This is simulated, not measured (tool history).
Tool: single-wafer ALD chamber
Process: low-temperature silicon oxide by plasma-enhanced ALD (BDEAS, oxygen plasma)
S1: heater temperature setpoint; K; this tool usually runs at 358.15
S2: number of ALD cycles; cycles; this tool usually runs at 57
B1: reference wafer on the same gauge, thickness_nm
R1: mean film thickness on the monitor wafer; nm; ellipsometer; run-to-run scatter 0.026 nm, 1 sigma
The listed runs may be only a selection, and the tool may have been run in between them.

{"run": 1, "hour": 0.0, "S1": 368.15, "S2": 49, "B1": 9.405, "R1": 7.449}
{"run": 2, "hour": 31.9, "S1": 368.15, "S2": 49, "B1": 9.389, "R1": 7.445}
{"run": 3, "hour": 56.2, "S1": 368.15, "S2": 49, "B1": 9.392, "R1": 7.451}
{"run": 4, "hour": 89.2, "S1": 358.15, "S2": 57, "B1": 9.373, "R1": 9.017}
{"run": 5, "hour": 114.5, "S1": 358.15, "S2": 57, "B1": 9.372, "R1": 8.974}
{"run": 6, "hour": 146.2, "S1": 358.15, "S2": 62, "B1": 9.361, "R1": 9.763}
{"run": 7, "hour": 187.5, "S1": 358.15, "S2": 60, "B1": 9.35, "R1": 9.415}
{"run": 8, "hour": 208.6, "S1": 358.15, "S2": 60, "B1": 9.353, "R1": 9.473}
{"run": 9, "hour": 241.6, "S1": 351.15, "S2": 57, "B1": 9.338, "R1": 9.186}
{"run": 10, "hour": 257.9, "S1": 351.15, "S2": 57, "B1": 9.324, "R1": 9.191}
{"run": 11, "hour": 277.3, "S1": 351.15, "S2": 57, "B1": 9.333, "R1": 9.198}
{"run": 12, "hour": 312.7, "S1": 358.15, "S2": 54, "B1": 9.317, "R1": 8.485}
{"run": 13, "hour": 336.5, "S1": 358.15, "S2": 54, "B1": 9.308, "R1": 8.419}
{"run": 14, "hour": 367.3, "S1": 358.15, "S2": 64, "B1": 9.311, "R1": 9.995}
{"run": 15, "hour": 391.0, "S1": 358.15, "S2": 64, "B1": 9.304, "R1": 10.014}
{"run": 16, "hour": 418.3, "S1": 358.15, "S2": 51, "B1": 9.296, "R1": 7.957}
{"hour": 454.6, "done": "gauge calibrated"}
{"run": 17, "hour": 505.0, "S1": 358.15, "S2": 57, "B1": 9.455, "R1": 9.085}
{"run": 18, "hour": 518.9, "S1": 358.15, "S2": 57, "B1": 9.461, "R1": 9.101}
{"run": 19, "hour": 599.7, "S1": 358.15, "S2": 57, "B1": 9.436, "R1": 9.075}
{"run": 20, "hour": 617.1, "S1": 352.15, "S2": 57, "B1": 9.437, "R1": 9.236}
{"run": 21, "hour": 646.4, "S1": 358.15, "S2": 46, "B1": 9.424, "R1": 7.286}
{"run": 22, "hour": 662.9, "S1": 354.15, "S2": 57, "B1": 9.417, "R1": 9.207}
{"run": 23, "hour": 682.7, "S1": 364.15, "S2": 52, "B1": 9.417, "R1": 8.032}
{"run": 24, "hour": 700.2, "S1": 367.15, "S2": 54, "B1": 9.414, "R1": 8.266}
{"run": 25, "hour": 715.0, "S1": 358.15, "S2": 50, "B1": 9.407, "R1": 7.932}
{"hour": 738.0, "done": "thermocouple changed; heater temperature recalibrated"}
{"run": 26, "hour": 738.5, "S1": 358.15, "S2": 57, "B1": 9.399, "R1": 8.994}
{"run": 27, "hour": 772.1, "S1": 358.15, "S2": 65, "B1": 9.392, "R1": 10.244}
{"run": 28, "hour": 806.9, "S1": 358.15, "S2": 57, "B1": 9.388, "R1": 8.993}
{"run": 29, "hour": 831.7, "S1": 358.15, "S2": 57, "B1": 9.368, "R1": 9.015}
{"run": 30, "hour": 866.6, "S1": 372.15, "S2": 64, "B1": 9.37, "R1": 9.576}
{"run": 31, "hour": 896.8, "S1": 358.15, "S2": 57, "B1": 9.371, "R1": 8.97}
{"run": 32, "hour": 917.1, "S1": 358.15, "S2": 57, "B1": 9.362, "R1": 8.997}
{"run": 33, "hour": 949.3, "S1": 371.15, "S2": 48, "B1": 9.341, "R1": 7.188}
{"run": 34, "hour": 966.5, "S1": 358.15, "S2": 57, "B1": 9.342, "R1": 8.968}
{"run": 35, "hour": 980.0, "S1": 358.15, "S2": 57, "B1": 9.338, "R1": 8.987}
{"run": 36, "hour": 998.5, "S1": 358.15, "S2": 57, "B1": 9.337, "R1": 8.971}
{"run": 37, "hour": 1016.2, "S1": 358.15, "S2": 67, "B1": 9.324, "R1": 10.566}
{"run": 38, "hour": 1046.2, "S1": 365.15, "S2": 57, "B1": 9.319, "R1": 8.725}
{"run": 39, "hour": 1080.2, "S1": 358.15, "S2": 61, "B1": 9.308, "R1": 9.602}
{"run": 40, "hour": 1104.3, "S1": 348.15, "S2": 54, "B1": 9.308, "R1": 8.749}

Exercise: give the hidden state of the tool at every run:
wafer temperature above the value expected at the setpoint (K): 0 across all the runs
H1: gauge reads high (%)
run=1 H1=-0.94
run=2 H1=-1.03
run=3 H1=-1.09
run=4 H1=-1.18
run=5 H1=-1.25
run=6 H1=-1.33
run=7 H1=-1.44
run=8 H1=-1.5
run=9 H1=-1.59
run=10 H1=-1.63
run=11 H1=-1.68
run=12 H1=-1.78
run=13 H1=-1.84
run=14 H1=-1.93
run=15 H1=-1.99
run=16 H1=-2.06
run=17 H1=-0.314
run=18 H1=-0.352
run=19 H1=-0.568
run=20 H1=-0.615
run=21 H1=-0.694
run=22 H1=-0.738
run=23 H1=-0.791
run=24 H1=-0.838
run=25 H1=-0.878
run=26 H1=-0.941
run=27 H1=-1.03
run=28 H1=-1.12
run=29 H1=-1.19
run=30 H1=-1.28
run=31 H1=-1.37
run=32 H1=-1.42
run=33 H1=-1.51
run=34 H1=-1.55
run=35 H1=-1.59
run=36 H1=-1.64
run=37 H1=-1.69
run=38 H1=-1.77
run=39 H1=-1.86
run=40 H1=-1.92
